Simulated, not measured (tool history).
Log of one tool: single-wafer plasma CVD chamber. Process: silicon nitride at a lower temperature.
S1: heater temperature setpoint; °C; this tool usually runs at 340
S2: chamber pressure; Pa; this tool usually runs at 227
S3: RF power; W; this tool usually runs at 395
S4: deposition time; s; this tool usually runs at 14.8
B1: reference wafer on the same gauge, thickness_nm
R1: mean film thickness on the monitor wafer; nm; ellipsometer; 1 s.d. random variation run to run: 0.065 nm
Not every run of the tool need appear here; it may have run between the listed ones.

run	hour	S1	S2	S3	S4	B1	R1
1	0.0	340	227	395	14.8	16.396	19.854
2	21.6	340	227	395	14.8	16.395	19.714
3	50.8	340	227	395	14.8	16.389	19.800
4	72.6	340	227	395	14.8	16.399	19.634
5	91.0	340	227	395	14.8	16.394	19.677
6	126.4	340	227	365	14.8	16.394	18.858
# hour 146.9: thermocouple changed; heater temperature recalibrated
# hour 152.1: RF generator calibrated
7	152.6	340	227	365	14.8	16.400	19.377
8	193.4	340	265	395	13.0	16.407	18.498
9	262.3	332	227	395	15.8	16.402	21.823
10	279.9	340	227	395	14.8	16.404	20.144
# hour 290.9: capacitance manometer re-zeroed and calibrated
# hour 295.8: showerhead replaced
11	296.3	328	227	335	14.8	16.405	18.691
# hour 297.2: gauge calibrated
12	326.8	332	279	395	14.8	16.401	21.348
13	347.5	352	227	340	12.4	16.413	15.581
14	362.2	340	197	470	14.8	16.398	21.309
15	396.9	340	227	395	14.8	16.398	20.187
16	417.0	340	227	440	15.6	16.406	22.512
17	432.6	340	227	395	16.6	16.405	22.505

What if the next run were any one of these 4? Each begins from the tool's condition after run 17:
A	433.0	340	227	395	14.8	?	?
B	433.0	325	271	330	12.1	?	?
C	433.0	346	227	395	14.8	?	?
D	433.0	340	263	395	12.6	?	?

run	B1	R1
A	16.397	20.286
B	16.397	15.913
C	16.397	20.245
D	16.397	17.940
Take away the tool's hidden state, keep each run's random variation, and the runs would have read:
run	R1
A	20.384
B	15.995
C	20.343
D	18.027

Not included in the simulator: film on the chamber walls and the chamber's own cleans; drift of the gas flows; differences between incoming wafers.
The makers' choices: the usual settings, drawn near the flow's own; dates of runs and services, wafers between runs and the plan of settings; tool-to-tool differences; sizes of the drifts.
